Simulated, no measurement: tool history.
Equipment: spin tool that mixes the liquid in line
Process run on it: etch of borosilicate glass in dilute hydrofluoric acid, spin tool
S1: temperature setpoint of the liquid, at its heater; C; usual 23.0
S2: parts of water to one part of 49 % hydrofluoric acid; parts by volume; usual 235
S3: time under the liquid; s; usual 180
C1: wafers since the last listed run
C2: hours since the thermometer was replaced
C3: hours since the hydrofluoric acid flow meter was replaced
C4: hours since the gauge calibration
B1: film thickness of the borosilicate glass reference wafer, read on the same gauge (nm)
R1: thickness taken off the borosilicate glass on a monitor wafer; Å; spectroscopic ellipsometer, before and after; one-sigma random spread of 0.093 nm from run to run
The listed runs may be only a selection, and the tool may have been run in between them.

run	day	S1	S2	S3	C1	C2	C3	C4	B1	R1
1	0.000	23.0	235	180	0	2294.9	1646.8	275.0	60.05	178.5
2	0.325	23.0	235	180	74	2302.7	1654.6	282.8	60.01	180.9
3	0.754	23.0	235	180	98	2313.0	1664.9	293.1	60.01	180.1
4	1.150	23.0	235	180	91	2322.5	1674.4	302.6	59.99	180.2
5	1.438	23.0	195	180	66	2329.4	1681.3	309.5	60.03	227.4
6	2.092	23.0	195	180	150	2345.1	1697.0	325.2	60.00	226.7
7	2.342	23.0	195	180	57	2351.1	1703.0	331.2	59.93	229.9
8	2.854	23.0	235	180	118	2363.4	1715.3	343.5	60.05	182.9
9	3.550	23.0	235	180	160	2380.1	1732.0	360.2	60.02	181.4
10	4.067	23.0	235	180	119	2392.5	1744.4	372.6	59.96	183.1
11	4.729	23.0	235	180	152	2408.4	1760.3	388.5	60.01	182.8
12	5.325	23.0	275	180	137	2422.7	1774.6	402.8	59.97	148.2
# day 5.696: hydrofluoric acid flow meter replaced
13	5.983	23.0	275	180	142	2438.5	6.9	418.6	60.06	148.4
14	6.700	23.0	305	150	165	2455.7	24.1	435.8	59.99	108.7
15	7.138	26.0	235	260	100	2466.2	34.6	446.3	60.05	292.0
16	7.479	23.0	235	255	78	2474.4	42.8	454.5	60.01	259.0
17	7.754	23.0	235	180	63	2481.0	49.4	461.1	59.98	184.7
# day 8.350: thermometer replaced
18	8.475	21.5	330	180	156	3.0	66.7	478.4	60.07	103.2
19	9.125	23.0	335	115	149	18.6	82.3	494.0	59.97	67.4
20	9.583	23.0	235	180	105	29.6	93.3	505.0	59.96	164.8
21	9.975	23.0	330	180	90	39.0	102.7	514.4	59.97	109.1
22	10.671	23.0	200	180	160	55.7	119.4	531.1	59.98	204.1
23	12.046	19.5	195	180	316	88.7	152.4	564.1	60.02	183.5
24	12.738	19.0	325	145	159	105.3	169.0	580.7	59.97	78.0
25	13.000	23.0	235	180	60	111.6	175.3	587.0	60.01	167.6
# day 13.404: gauge calibrated
26	13.725	23.0	235	125	167	129.0	192.7	7.7	60.01	116.0
27	14.304	27.5	235	180	133	142.9	206.6	21.6	60.00	196.2
28	15.008	23.0	235	180	162	159.8	223.5	38.5	60.05	166.4
29	15.467	27.5	190	85	105	170.8	234.5	49.5	60.00	120.9
30	16.200	19.0	165	260	168	188.4	252.1	67.1	60.04	319.1
31	16.758	27.5	285	180	128	201.8	265.5	80.5	60.07	154.0
32	17.071	23.0	235	180	71	209.3	273.0	88.0	60.00	168.6
33	17.788	23.0	190	180	165	226.5	290.2	105.2	59.98	218.6

4 options for the next run, each taken on its own from the tool as it stands now. Forecast them:
A	17.808	23.0	235	240	4	227.0	290.7	105.7	?	?
B	17.808	23.0	170	180	4	227.0	290.7	105.7	?	?
C	17.808	21.0	235	180	4	227.0	290.7	105.7	?	?
D	17.808	26.5	165	95	4	227.0	290.7	105.7	?	?

run	B1	R1
A	59.99	224.4
B	59.99	249.2
C	59.99	156.3
D	59.99	155.3
Without the tool's unlogged condition, the same runs would have read:
run	R1
A	220.8
B	245.1
C	153.8
D	152.8
